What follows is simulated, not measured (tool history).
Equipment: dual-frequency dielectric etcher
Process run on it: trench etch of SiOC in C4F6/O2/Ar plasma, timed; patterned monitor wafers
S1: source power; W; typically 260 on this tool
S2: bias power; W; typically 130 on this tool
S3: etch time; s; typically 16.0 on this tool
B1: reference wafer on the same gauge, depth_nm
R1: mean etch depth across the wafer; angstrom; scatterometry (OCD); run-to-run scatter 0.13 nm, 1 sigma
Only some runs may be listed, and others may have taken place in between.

{"run": 1, "hour": 0.0, "S1": 250, "S2": 130, "S3": 17.5, "B1": 28.49, "R1": 290.1}
{"run": 2, "hour": 22.7, "S1": 290, "S2": 130, "S3": 16.0, "B1": 28.51, "R1": 277.0}
{"run": 3, "hour": 51.5, "S1": 290, "S2": 130, "S3": 16.0, "B1": 28.5, "R1": 273.2}
{"run": 4, "hour": 67.0, "S1": 260, "S2": 154, "S3": 18.5, "B1": 28.48, "R1": 331.7}
{"run": 5, "hour": 81.3, "S1": 260, "S2": 139, "S3": 16.0, "B1": 28.52, "R1": 276.6}
{"run": 6, "hour": 115.4, "S1": 260, "S2": 139, "S3": 16.0, "B1": 28.52, "R1": 277.3}
{"run": 7, "hour": 127.7, "S1": 260, "S2": 147, "S3": 16.0, "B1": 28.51, "R1": 284.9}
{"run": 8, "hour": 149.5, "S1": 200, "S2": 114, "S3": 12.5, "B1": 28.5, "R1": 190.4}
{"run": 9, "hour": 181.3, "S1": 300, "S2": 162, "S3": 20.0, "B1": 28.52, "R1": 377.6}
{"run": 10, "hour": 203.6, "S1": 260, "S2": 139, "S3": 16.0, "B1": 28.52, "R1": 280.6}
{"run": 11, "hour": 226.0, "S1": 260, "S2": 130, "S3": 16.0, "B1": 28.52, "R1": 275.6}
{"run": 12, "hour": 248.6, "S1": 310, "S2": 118, "S3": 13.5, "B1": 28.49, "R1": 228.6}
{"run": 13, "hour": 278.8, "S1": 200, "S2": 130, "S3": 16.0, "B1": 28.49, "R1": 249.2}
{"run": 14, "hour": 311.7, "S1": 260, "S2": 147, "S3": 16.0, "B1": 28.51, "R1": 275.5}
{"run": 15, "hour": 357.9, "S1": 310, "S2": 119, "S3": 19.5, "B1": 28.48, "R1": 324.3}
{"run": 16, "hour": 377.5, "S1": 260, "S2": 130, "S3": 16.0, "B1": 28.49, "R1": 265.8}
{"run": 17, "hour": 413.1, "S1": 260, "S2": 102, "S3": 16.0, "B1": 28.49, "R1": 240.8}
{"run": 18, "hour": 433.5, "S1": 260, "S2": 130, "S3": 12.5, "B1": 28.48, "R1": 208.0}
{"run": 19, "hour": 444.4, "S1": 230, "S2": 130, "S3": 16.0, "B1": 28.5, "R1": 261.6}
{"run": 20, "hour": 463.0, "S1": 260, "S2": 158, "S3": 16.0, "B1": 28.5, "R1": 290.1}
{"run": 21, "hour": 481.9, "S1": 260, "S2": 130, "S3": 16.0, "B1": 28.49, "R1": 268.8}
{"run": 22, "hour": 501.1, "S1": 220, "S2": 130, "S3": 19.0, "B1": 28.48, "R1": 307.1}
{"run": 23, "hour": 533.3, "S1": 300, "S2": 150, "S3": 12.0, "B1": 28.51, "R1": 218.9}
{"run": 24, "hour": 552.7, "S1": 320, "S2": 104, "S3": 21.0, "B1": 28.49, "R1": 335.4}
{"run": 25, "hour": 574.3, "S1": 230, "S2": 130, "S3": 19.5, "B1": 28.51, "R1": 322.0}
{"run": 26, "hour": 608.3, "S1": 250, "S2": 130, "S3": 17.5, "B1": 28.52, "R1": 293.4}
{"run": 27, "hour": 636.6, "S1": 300, "S2": 109, "S3": 12.0, "B1": 28.51, "R1": 196.3}
{"run": 28, "hour": 658.8, "S1": 260, "S2": 130, "S3": 16.0, "B1": 28.5, "R1": 269.8}
{"run": 29, "hour": 677.0, "S1": 300, "S2": 149, "S3": 12.5, "B1": 28.49, "R1": 231.1}

Not shown here: 5 entries made in the log between runs. Locate each between two listed runs and compare the hidden state at the listed run before it with the hidden state at the listed run after it:
Runs 8 to 9: source power generator calibrated (hour 153.5)
  etch rate over this chamber's usual, %: 3.02 -> 3.28
  measured value less the no-hidden-state value, R1: +5.6 -> +12.0 angstrom
Runs 9 to 10: gauge calibrated (hour 189.8)
  etch rate over this chamber's usual, %: 3.28 -> 3.46
  measured value less the no-hidden-state value, R1: +12.0 -> +9.4 angstrom
Runs 12 to 13: wet clean of the chamber (hour 273.1)
  etch rate over this chamber's usual, %: 3.83 -> 0.317
  measured value less the no-hidden-state value, R1: +8.5 -> +0.8 angstrom
Runs 14 to 15: upper electrode replaced (hour 357.4)
  etch rate over this chamber's usual, %: 0.586 -> 0.964
  measured value less the no-hidden-state value, R1: +1.6 -> +3.1 angstrom
Runs 17 to 18: bias power generator calibrated (hour 433.0)
  etch rate over this chamber's usual, %: 1.42 -> 1.58
  measured value less the no-hidden-state value, R1: +3.3 -> +3.2 angstrom
